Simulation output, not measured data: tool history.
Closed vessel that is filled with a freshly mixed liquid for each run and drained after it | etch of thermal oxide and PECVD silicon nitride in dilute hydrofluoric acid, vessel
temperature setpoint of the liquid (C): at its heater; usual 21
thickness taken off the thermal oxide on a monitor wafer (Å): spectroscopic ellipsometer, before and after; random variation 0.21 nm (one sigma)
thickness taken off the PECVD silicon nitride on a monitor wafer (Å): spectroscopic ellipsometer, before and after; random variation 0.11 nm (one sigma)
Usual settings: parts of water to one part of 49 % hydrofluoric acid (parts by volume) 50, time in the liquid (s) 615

run   hour  temperature setpoint of the liquid (C)  parts of water to one part of 49 % hydrofluoric acid (parts by volume)  time in the liquid (s)  read-back film thickness of the thermal oxide reference wafer, read on the same gauge (nm)  read-back film thickness of the PECVD silicon nitride reference wafer, read on the same gauge (nm)  thickness taken off the thermal oxide on a monitor wafer (Å)  thickness taken off the PECVD silicon nitride on a monitor wafer (Å)
  1      0                                      21                                                                      50                     615                                                                                       89.97                                                                                                  70                                                         483.2                                                                 170.4
  2   69.1                                      24                                                                      50                     615                                                                                       89.99                                                                                               69.97                                                         545.9                                                                 209.4
  3  103.4                                      24                                                                      50                     615                                                                                       90.05                                                                                                  70                                                         546.8                                                                 210.5
  4  140.6                                      21                                                                      50                     905                                                                                       90.01                                                                                                  70                                                         707.3                                                                 249.6
       175  -- hydrofluoric acid flow meter replaced
  5  212.5                                      21                                                                      50                     700                                                                                          90                                                                                               70.02                                                         542.9                                                                   192
  6  269.8                                      21                                                                      50                     700                                                                                          90                                                                                                  70                                                         538.3                                                                 191.7
  7    323                                      21                                                                      50                     615                                                                                       90.01                                                                                               70.02                                                         476.8                                                                   169
  8    387                                      21                                                                      50                     615                                                                                       90.01                                                                                               70.01                                                         478.9                                                                   171
  9  578.1                                      21                                                                      50                     615                                                                                       90.02                                                                                               70.01                                                         479.7                                                                 168.6
 10  606.6                                      21                                                                      50                     710                                                                                          90                                                                                               70.02                                                         553.9                                                                 194.9
     628.8  -- gauge calibrated
 11  654.2                                      21                                                                      60                     615                                                                                       89.98                                                                                               70.03                                                         397.7                                                                 141.1
     677.9  -- hydrofluoric acid flow meter replaced
 12  704.8                                      21                                                                      50                     615                                                                                       90.04                                                                                               69.99                                                           472                                                                 163.9
     742.2  -- thermometer replaced
 13  745.1                                    23.5                                                                      50                     615                                                                                       90.01                                                                                               69.99                                                         545.1                                                                 214.4
 14  805.8                                      21                                                                      50                     615                                                                                       89.98                                                                                                  70                                                         496.7                                                                 178.5
 15  858.7                                      21                                                                      50                     755                                                                                       89.98                                                                                               70.04                                                         611.2                                                                 219.9
 16  891.9                                    19.5                                                                      50                     890                                                                                          90                                                                                               70.01                                                         674.8                                                                 231.8
 17  919.5                                      24                                                                      70                     615                                                                                       89.98                                                                                               70.05                                                         390.1                                                                 157.8

The next listed run, before its measurement:
 18  949.8                                      21                                                                      50                     615                                                                                           ?                                                                                                   ?                                                             ?                                                                     ?

{"run 18": {"read-back film thickness of the thermal oxide reference wafer, read on the same gauge (nm)": 90.02, "read-back film thickness of the PECVD silicon nitride reference wafer, read on the same gauge (nm)": 70, "thickness taken off the thermal oxide on a monitor wafer (Å)": 496.8, "thickness taken off the PECVD silicon nitride on a monitor wafer (Å)": 179.8}}
Without the tool's hidden state the same run would have given thickness taken off the thermal oxide on a monitor wafer (Å) 497.8, thickness taken off the PECVD silicon nitride on a monitor wafer (Å) 182.2.
